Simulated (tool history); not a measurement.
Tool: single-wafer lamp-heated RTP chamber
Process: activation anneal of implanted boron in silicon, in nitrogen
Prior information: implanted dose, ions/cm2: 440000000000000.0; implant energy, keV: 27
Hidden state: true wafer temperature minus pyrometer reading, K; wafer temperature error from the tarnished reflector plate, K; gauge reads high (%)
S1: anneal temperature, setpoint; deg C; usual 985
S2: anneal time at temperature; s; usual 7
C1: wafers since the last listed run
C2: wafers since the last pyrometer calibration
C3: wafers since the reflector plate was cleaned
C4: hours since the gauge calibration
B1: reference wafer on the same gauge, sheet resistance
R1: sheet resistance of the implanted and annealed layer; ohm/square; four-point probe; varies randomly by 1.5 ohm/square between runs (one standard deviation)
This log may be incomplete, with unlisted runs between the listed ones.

{"run": 1, "hour": 0.0, "S1": 985, "S2": 7, "C1": 0, "C2": 324, "C3": 10429, "C4": 860.0, "B1": 217.12, "R1": 257.89}
{"run": 2, "hour": 14.9, "S1": 985, "S2": 7, "C1": 208, "C2": 532, "C3": 10637, "C4": 874.9, "B1": 217.16, "R1": 259.35}
{"run": 3, "hour": 34.7, "S1": 985, "S2": 7, "C1": 277, "C2": 810, "C3": 10915, "C4": 894.7, "B1": 217.22, "R1": 256.42}
{"run": 4, "hour": 61.2, "S1": 985, "S2": 7, "C1": 371, "C2": 1181, "C3": 11286, "C4": 921.2, "B1": 216.76, "R1": 251.63}
{"hour": 137.1, "done": "reflector plate cleaned"}
{"run": 5, "hour": 137.6, "S1": 985, "S2": 7, "C1": 957, "C2": 2139, "C3": 7, "C4": 997.6, "B1": 216.56, "R1": 250.95}
{"run": 6, "hour": 146.8, "S1": 985, "S2": 7, "C1": 128, "C2": 2268, "C3": 136, "C4": 1006.8, "B1": 217.15, "R1": 253.52}
{"run": 7, "hour": 161.8, "S1": 1002, "S2": 7, "C1": 210, "C2": 2478, "C3": 346, "C4": 1021.8, "B1": 216.58, "R1": 241.59}
{"run": 8, "hour": 189.3, "S1": 1002, "S2": 7, "C1": 385, "C2": 2863, "C3": 731, "C4": 1049.3, "B1": 217.25, "R1": 243.04}
{"run": 9, "hour": 224.4, "S1": 975, "S2": 7, "C1": 491, "C2": 3354, "C3": 1223, "C4": 1084.4, "B1": 217.11, "R1": 260.41}
{"run": 10, "hour": 257.7, "S1": 975, "S2": 7, "C1": 466, "C2": 3821, "C3": 1689, "C4": 1117.7, "B1": 216.27, "R1": 266.05}
{"run": 11, "hour": 282.2, "S1": 974, "S2": 5, "C1": 343, "C2": 4164, "C3": 2032, "C4": 1142.2, "B1": 217.42, "R1": 263.86}
{"hour": 294.9, "done": "pyrometer window cleaned and pyrometer calibrated"}
{"run": 12, "hour": 311.0, "S1": 1011, "S2": 9, "C1": 291, "C2": 224, "C3": 2323, "C4": 1171.0, "B1": 216.86, "R1": 241.42}
{"run": 13, "hour": 338.8, "S1": 999, "S2": 11, "C1": 389, "C2": 614, "C3": 2713, "C4": 1198.8, "B1": 217.24, "R1": 240.56}
{"run": 14, "hour": 365.1, "S1": 985, "S2": 7, "C1": 368, "C2": 982, "C3": 3081, "C4": 1225.1, "B1": 216.69, "R1": 255.66}
{"run": 15, "hour": 388.2, "S1": 968, "S2": 9, "C1": 323, "C2": 1306, "C3": 3404, "C4": 1248.2, "B1": 217.13, "R1": 272.37}
{"run": 16, "hour": 404.6, "S1": 996, "S2": 3, "C1": 229, "C2": 1535, "C3": 3634, "C4": 1264.6, "B1": 216.89, "R1": 249.64}
{"run": 17, "hour": 439.5, "S1": 970, "S2": 9, "C1": 488, "C2": 2024, "C3": 4123, "C4": 1299.5, "B1": 216.93, "R1": 266.37}
{"run": 18, "hour": 471.4, "S1": 958, "S2": 5, "C1": 446, "C2": 2471, "C3": 4570, "C4": 1331.4, "B1": 216.98, "R1": 294.93}
{"run": 19, "hour": 486.5, "S1": 985, "S2": 7, "C1": 211, "C2": 2682, "C3": 4781, "C4": 1346.5, "B1": 216.71, "R1": 251.4}
{"run": 20, "hour": 508.6, "S1": 993, "S2": 6, "C1": 309, "C2": 2992, "C3": 5090, "C4": 1368.6, "B1": 216.91, "R1": 247.57}
{"run": 21, "hour": 531.0, "S1": 985, "S2": 10, "C1": 313, "C2": 3305, "C3": 5404, "C4": 1391.0, "B1": 216.62, "R1": 247.9}
{"hour": 549.3, "done": "pyrometer window cleaned and pyrometer calibrated"}
{"run": 22, "hour": 562.1, "S1": 1003, "S2": 5, "C1": 323, "C2": 179, "C3": 5728, "C4": 1422.1, "B1": 217.72, "R1": 245.07}
{"run": 23, "hour": 581.2, "S1": 959, "S2": 5, "C1": 267, "C2": 447, "C3": 5995, "C4": 1441.2, "B1": 216.49, "R1": 301.63}
{"run": 24, "hour": 607.3, "S1": 997, "S2": 7, "C1": 365, "C2": 812, "C3": 6361, "C4": 1467.3, "B1": 217.0, "R1": 244.6}
{"run": 25, "hour": 624.8, "S1": 995, "S2": 4, "C1": 245, "C2": 1057, "C3": 6606, "C4": 1484.8, "B1": 217.54, "R1": 247.9}
{"run": 26, "hour": 649.2, "S1": 960, "S2": 8, "C1": 341, "C2": 1399, "C3": 6947, "C4": 1509.2, "B1": 217.07, "R1": 290.47}
{"hour": 652.0, "done": "gauge calibrated"}
{"run": 27, "hour": 670.6, "S1": 966, "S2": 8, "C1": 299, "C2": 1699, "C3": 7247, "C4": 18.6, "B1": 217.1, "R1": 278.4}
{"run": 28, "hour": 691.0, "S1": 985, "S2": 7, "C1": 285, "C2": 1984, "C3": 7533, "C4": 39.0, "B1": 216.66, "R1": 252.61}
{"run": 29, "hour": 721.9, "S1": 966, "S2": 3, "C1": 432, "C2": 2417, "C3": 7966, "C4": 69.9, "B1": 217.04, "R1": 276.98}
{"run": 30, "hour": 737.8, "S1": 958, "S2": 9, "C1": 222, "C2": 2640, "C3": 8188, "C4": 85.8, "B1": 216.84, "R1": 293.95}
{"hour": 799.2, "done": "pyrometer window cleaned and pyrometer calibrated"}
{"run": 31, "hour": 839.5, "S1": 955, "S2": 7, "C1": 1312, "C2": 565, "C3": 9500, "C4": 187.5, "B1": 216.73, "R1": 311.77}

Run 32 is up next; what results do you expect?
{"run": 32, "hour": 859.1, "S1": 966, "S2": 3, "C1": 274, "C2": 839, "C3": 9775, "C4": 207.1, "B1": "?", "R1": "?"}

Run 32 measured B1 216.68, R1 279.66 ohm/square.
On a tool with no hidden condition, and with the same random variation, this run would have come out at R1 284.76 ohm/square.
